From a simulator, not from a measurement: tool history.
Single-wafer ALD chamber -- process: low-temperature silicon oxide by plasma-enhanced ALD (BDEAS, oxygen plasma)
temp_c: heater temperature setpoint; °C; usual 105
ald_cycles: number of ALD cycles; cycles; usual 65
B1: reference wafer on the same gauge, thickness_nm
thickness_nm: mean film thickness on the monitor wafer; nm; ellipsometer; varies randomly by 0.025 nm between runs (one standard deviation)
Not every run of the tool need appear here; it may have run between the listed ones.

Run 1, hour 0.0: usual settings but temp_c 95 °C; B1 10.978. Result: thickness_nm 10.516 nm.
Run 2, hour 14.9: usual settings but temp_c 95 °C; B1 10.991. Result: thickness_nm 10.490 nm.
Run 3, hour 39.8: usual settings but temp_c 95 °C; B1 10.988. Result: thickness_nm 10.488 nm.
Run 4, hour 128.4: usual settings; B1 10.998. Result: thickness_nm 10.184 nm.
Run 5, hour 159.9: usual settings but ald_cycles 70 cycles; B1 10.986. Result: thickness_nm 10.954 nm.
Run 6, hour 221.6: usual settings but ald_cycles 70 cycles; B1 11.004. Result: thickness_nm 10.912 nm.
Run 7, hour 253.3: usual settings but ald_cycles 70 cycles; B1 11.004. Result: thickness_nm 10.951 nm.
Run 8, hour 267.1: usual settings; B1 11.021. Result: thickness_nm 10.171 nm.
At hour 282.4: gauge calibrated.
Run 9, hour 357.8: usual settings but temp_c 94 °C, ald_cycles 55 cycles; B1 10.883. Result: thickness_nm 8.777 nm.
At hour 385.5: thermocouple changed; heater temperature recalibrated.
Run 10, hour 386.0: usual settings; B1 10.897. Result: thickness_nm 10.036 nm.
Run 11, hour 406.4: usual settings but temp_c 112 °C, ald_cycles 53 cycles; B1 10.907. Result: thickness_nm 8.109 nm.
Run 12, hour 432.5: usual settings; B1 10.901. Result: thickness_nm 10.112 nm.
Run 13, hour 449.7: usual settings; B1 10.909. Result: thickness_nm 10.146 nm.
Run 14, hour 484.2: usual settings; B1 10.928. Result: thickness_nm 10.074 nm.
Run 15, hour 499.9: usual settings but temp_c 112 °C, ald_cycles 74 cycles; B1 10.933. Result: thickness_nm 11.328 nm.
Run 16, hour 535.3: usual settings but temp_c 117 °C, ald_cycles 55 cycles; B1 10.946. Result: thickness_nm 8.351 nm.
Run 17, hour 557.5: usual settings; B1 10.952. Result: thickness_nm 10.183 nm.
Run 18, hour 587.9: usual settings but temp_c 112 °C, ald_cycles 55 cycles; B1 10.974. Result: thickness_nm 8.456 nm.
Run 19, hour 620.6: usual settings but temp_c 117 °C, ald_cycles 56 cycles; B1 10.971. Result: thickness_nm 8.559 nm.
Run 20, hour 654.2: usual settings but temp_c 111 °C, ald_cycles 52 cycles; B1 10.988. Result: thickness_nm 7.988 nm.
Run 21, hour 683.4: usual settings but temp_c 116 °C, ald_cycles 75 cycles; B1 10.986. Result: thickness_nm 11.454 nm.

Give the tool's hidden conditions for every run:
wafer temperature above the value expected at the setpoint (K): 0 at every run
H1: gauge reads high (%)
run     H1
  1   1.53
  2   1.55
  3   1.57
  4   1.65
  5   1.67
  6    1.7
  7   1.72
  8   1.72
  9  0.502
 10  0.652
 11  0.751
 12  0.867
 13  0.937
 14   1.06
 15   1.12
 16   1.22
 17   1.28
 18   1.35
 19   1.42
 20   1.48
 21   1.53

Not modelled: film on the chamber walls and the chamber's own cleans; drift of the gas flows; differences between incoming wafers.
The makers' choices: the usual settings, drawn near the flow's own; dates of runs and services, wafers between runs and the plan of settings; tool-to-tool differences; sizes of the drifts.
